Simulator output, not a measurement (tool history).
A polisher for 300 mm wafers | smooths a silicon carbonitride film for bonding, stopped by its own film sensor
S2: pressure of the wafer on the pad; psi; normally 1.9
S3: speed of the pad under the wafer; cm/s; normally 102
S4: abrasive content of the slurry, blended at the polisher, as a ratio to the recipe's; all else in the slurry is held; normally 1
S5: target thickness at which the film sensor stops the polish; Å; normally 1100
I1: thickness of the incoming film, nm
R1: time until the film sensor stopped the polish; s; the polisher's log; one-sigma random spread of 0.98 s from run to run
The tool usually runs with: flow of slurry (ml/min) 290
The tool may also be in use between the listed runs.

{"run": 1, "day": 0.0, "flow of slurry (ml/min)": 290, "S2": 1.9, "S3": 102, "S4": 1, "S5": 1100, "I1": 130.4, "R1": 81.2}
{"run": 2, "day": 0.517, "flow of slurry (ml/min)": 290, "S2": 1.7, "S3": 102, "S4": 1, "S5": 1100, "I1": 130, "R1": 88.9}
{"run": 3, "day": 1.154, "flow of slurry (ml/min)": 290, "S2": 1.7, "S3": 102, "S4": 1, "S5": 1100, "I1": 132.4, "R1": 99.5}
{"run": 4, "day": 2.792, "flow of slurry (ml/min)": 290, "S2": 1.9, "S3": 102, "S4": 1, "S5": 1100, "I1": 130.4, "R1": 84}
{"day": 3.612, "done": "worn pad replaced by a new one"}
{"run": 5, "day": 3.633, "flow of slurry (ml/min)": 290, "S2": 1.9, "S3": 102, "S4": 1, "S5": 1100, "I1": 130.3, "R1": 85}
{"run": 6, "day": 3.892, "flow of slurry (ml/min)": 290, "S2": 1.9, "S3": 102, "S4": 1, "S5": 1100, "I1": 129.1, "R1": 80.8}
{"day": 4.175, "done": "slurry nozzle cleaned"}
{"run": 7, "day": 4.625, "flow of slurry (ml/min)": 290, "S2": 1.9, "S3": 102, "S4": 1, "S5": 1100, "I1": 129.9, "R1": 77.9}
{"run": 8, "day": 4.925, "flow of slurry (ml/min)": 290, "S2": 1.9, "S3": 102, "S4": 1, "S5": 1100, "I1": 130.6, "R1": 79.6}
{"run": 9, "day": 5.638, "flow of slurry (ml/min)": 290, "S2": 1.9, "S3": 78, "S4": 1, "S5": 1100, "I1": 131.9, "R1": 105.6}
{"run": 10, "day": 6.167, "flow of slurry (ml/min)": 290, "S2": 1.9, "S3": 78, "S4": 1, "S5": 1100, "I1": 129.9, "R1": 94.9}
{"run": 11, "day": 6.504, "flow of slurry (ml/min)": 290, "S2": 1.9, "S3": 78, "S4": 1, "S5": 1100, "I1": 130.6, "R1": 98.3}
{"run": 12, "day": 7.012, "flow of slurry (ml/min)": 290, "S2": 1.9, "S3": 102, "S4": 1, "S5": 1100, "I1": 131.6, "R1": 84.6}
{"run": 13, "day": 7.521, "flow of slurry (ml/min)": 290, "S2": 1.9, "S3": 102, "S4": 1.2, "S5": 1100, "I1": 130.5, "R1": 78.4}
{"run": 14, "day": 7.85, "flow of slurry (ml/min)": 290, "S2": 1.7, "S3": 102, "S4": 1, "S5": 1120, "I1": 129.1, "R1": 75.1}
{"run": 15, "day": 8.167, "flow of slurry (ml/min)": 335, "S2": 1.4, "S3": 130, "S4": 1, "S5": 1060, "I1": 129.5, "R1": 100.9}
{"day": 8.6, "done": "worn pad replaced by a new one"}
{"day": 8.95, "done": "head pressure recalibrated"}
{"run": 16, "day": 8.971, "flow of slurry (ml/min)": 290, "S2": 1.9, "S3": 102, "S4": 0.8, "S5": 1100, "I1": 130.2, "R1": 86.8}
{"run": 17, "day": 9.217, "flow of slurry (ml/min)": 290, "S2": 1.9, "S3": 102, "S4": 1, "S5": 1100, "I1": 129.7, "R1": 77.9}
{"day": 9.529, "done": "slurry blender recalibrated"}
{"run": 18, "day": 9.746, "flow of slurry (ml/min)": 290, "S2": 1.9, "S3": 102, "S4": 1, "S5": 1060, "I1": 128.8, "R1": 93}
{"run": 19, "day": 10.125, "flow of slurry (ml/min)": 290, "S2": 1.9, "S3": 102, "S4": 0.75, "S5": 1100, "I1": 128.5, "R1": 83.6}
{"run": 20, "day": 10.612, "flow of slurry (ml/min)": 230, "S2": 2.3, "S3": 88, "S4": 1, "S5": 1070, "I1": 128.9, "R1": 82}
{"run": 21, "day": 10.946, "flow of slurry (ml/min)": 290, "S2": 1.7, "S3": 102, "S4": 1, "S5": 1100, "I1": 131.4, "R1": 97.2}
{"run": 22, "day": 11.65, "flow of slurry (ml/min)": 365, "S2": 1.9, "S3": 74, "S4": 1.3, "S5": 1130, "I1": 130.7, "R1": 80.4}
{"run": 23, "day": 12.0, "flow of slurry (ml/min)": 200, "S2": 1.7, "S3": 102, "S4": 1, "S5": 1100, "I1": 130.2, "R1": 98.1}

Some steps in R1 between neighbouring runs. How much of each would the tool show without its hidden state too (settings, what came in, random variation), and how much is left for the hidden state, with any gauge scatter that isn't in both results?
The hidden state here: removal rate lost through wear of the pad, %; slurry flow missing at the pad, %; deviation of the head's pressure from its setpoint, %; abrasive missing from the slurry, %.
Run 6 -> 7: slurry nozzle cleaned. R1 -2.9 s: hidden state -5, all else +2.1.
Run 8 -> 9: S3 102 -> 78. R1 +26 s: hidden state +0.5, all else +25.5.
Run 14 -> 15: flow of slurry (ml/min) 290 -> 335, S2 1.7 -> 1.4, S3 102 -> 130, S5 1120 -> 1060. R1 +25.8 s: hidden state +0.4, all else +25.4.
Run 22 -> 23: flow of slurry (ml/min) 365 -> 200, S2 1.9 -> 1.7, S3 74 -> 102, S4 1.3 -> 1, S5 1130 -> 1100. R1 +17.7 s: hidden state +4.5, all else +13.2.

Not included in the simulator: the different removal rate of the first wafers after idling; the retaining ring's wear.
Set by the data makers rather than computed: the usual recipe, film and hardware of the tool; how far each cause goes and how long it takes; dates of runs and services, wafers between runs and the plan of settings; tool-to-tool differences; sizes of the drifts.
